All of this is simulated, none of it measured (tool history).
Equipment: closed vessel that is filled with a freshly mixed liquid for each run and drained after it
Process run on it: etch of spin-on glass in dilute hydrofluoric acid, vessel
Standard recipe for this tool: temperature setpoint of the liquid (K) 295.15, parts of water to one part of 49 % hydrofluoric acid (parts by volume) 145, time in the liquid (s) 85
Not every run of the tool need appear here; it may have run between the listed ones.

run    hour  temperature setpoint of the liquid (K)  parts of water to one part of 49 % hydrofluoric acid (parts by volume)  time in the liquid (s)  read-back film thickness of the spin-on glass reference wafer, read on the same gauge (nm)  thickness taken off the spin-on glass on a monitor wafer (angstrom)
  1       0                                  296.15                                                                     145                      85                                                                                       60.01                                                                306.1
  2    63.2                                  296.15                                                                     145                      85                                                                                       60.02                                                                307.2
  3   112.4                                  296.15                                                                     145                      85                                                                                          60                                                                  307
  4   144.7                                  295.15                                                                      90                      95                                                                                          60                                                                563.4
  5   182.2                                  295.15                                                                      90                      95                                                                                          60                                                                563.8
  6   238.1                                  295.15                                                                     145                      95                                                                                       60.01                                                                328.6
  7   269.6                                  295.15                                                                     145                      95                                                                                       59.99                                                                331.3
  8   348.6                                  295.15                                                                     145                      85                                                                                          60                                                                295.7
  9   401.4                                  295.15                                                                     145                      85                                                                                          60                                                                298.8
 10   446.7                                  295.15                                                                     145                      85                                                                                          60                                                                297.6
 11   496.5                                  295.15                                                                     145                      85                                                                                       60.02                                                                297.7
 12   552.8                                  295.15                                                                     145                      85                                                                                       59.99                                                                300.2
 13   587.5                                  295.15                                                                     145                      85                                                                                       60.01                                                                303.2
 14   621.8                                  295.15                                                                     145                      85                                                                                       60.01                                                                296.2
 15   680.6                                  295.15                                                                     145                     120                                                                                       59.97                                                                  427
 16   749.2                                  295.15                                                                     145                     120                                                                                       59.99                                                                425.8
 17     809                                  295.15                                                                     145                     120                                                                                       60.03                                                                421.9
 18   850.4                                  297.65                                                                     110                      40                                                                                       60.02                                                                216.1
      858.1  -- thermometer replaced
      885.8  -- gauge calibrated
 19   908.1                                  298.15                                                                     145                      85                                                                                       59.98                                                                338.1
 20   967.3                                  299.15                                                                     145                      85                                                                                          60                                                                  353
 21  1029.6                                  298.15                                                                     180                      85                                                                                       60.01                                                                265.6
     1058.7  -- hydrofluoric acid flow meter replaced
 22  1080.1                                  292.15                                                                     210                      70                                                                                          60                                                                136.6
 23  1145.3                                  297.15                                                                     120                     100                                                                                       59.99                                                                  459
 24  1194.1                                  293.15                                                                     145                     110                                                                                       60.01                                                                345.8
 25  1254.1                                  293.65                                                                      85                     110                                                                                       60.01                                                                641.3
 26  1280.4                                  300.15                                                                     145                      55                                                                                          60                                                                227.7
 27  1334.2                                  295.15                                                                     145                      85                                                                                          60                                                                290.5
 28    1400                                  298.15                                                                     205                      50                                                                                       59.99                                                                127.9
 29  1440.7                                  295.15                                                                     110                     130                                                                                       60.01                                                                608.7
 30    1497                                  298.65                                                                     145                     125                                                                                          60                                                                  492
 31  1553.7                                  293.15                                                                     145                     110                                                                                          60                                                                350.4
 32  1612.5                                  295.15                                                                     145                      85                                                                                       60.04                                                                293.2
 33  1679.5                                  295.15                                                                     145                      85                                                                                       60.02                                                                295.8
 34  1709.8                                  300.15                                                                     205                     125                                                                                       60.03                                                                349.1
     1777.6  -- thermometer replaced
 35  1807.7                                  295.15                                                                     200                      85                                                                                       60.01                                                                201.8

Branching from run 35: 3 alternative next runs. What would each branch give?
  A  1808.4                                  295.15                                                                     145                     110                                                                                           ?                                                                    ?
  B  1808.4                                  291.65                                                                     110                     105                                                                                           ?                                                                    ?
  C  1808.4                                  295.15                                                                     145                      40                                                                                           ?                                                                    ?

run  read-back film thickness of the spin-on glass reference wafer, read on the same gauge (nm)  thickness taken off the spin-on glass on a monitor wafer (angstrom)
  A                                                                                       60.02                                                                384.8
  B                                                                                       60.02                                                                436.3
  C                                                                                       60.02                                                                139.9
Take away the tool's hidden state, keep each run's random variation, and the runs would have read:
run  thickness taken off the spin-on glass on a monitor wafer (angstrom)
  A                                                                374.4
  B                                                                424.9
  C                                                                136.1

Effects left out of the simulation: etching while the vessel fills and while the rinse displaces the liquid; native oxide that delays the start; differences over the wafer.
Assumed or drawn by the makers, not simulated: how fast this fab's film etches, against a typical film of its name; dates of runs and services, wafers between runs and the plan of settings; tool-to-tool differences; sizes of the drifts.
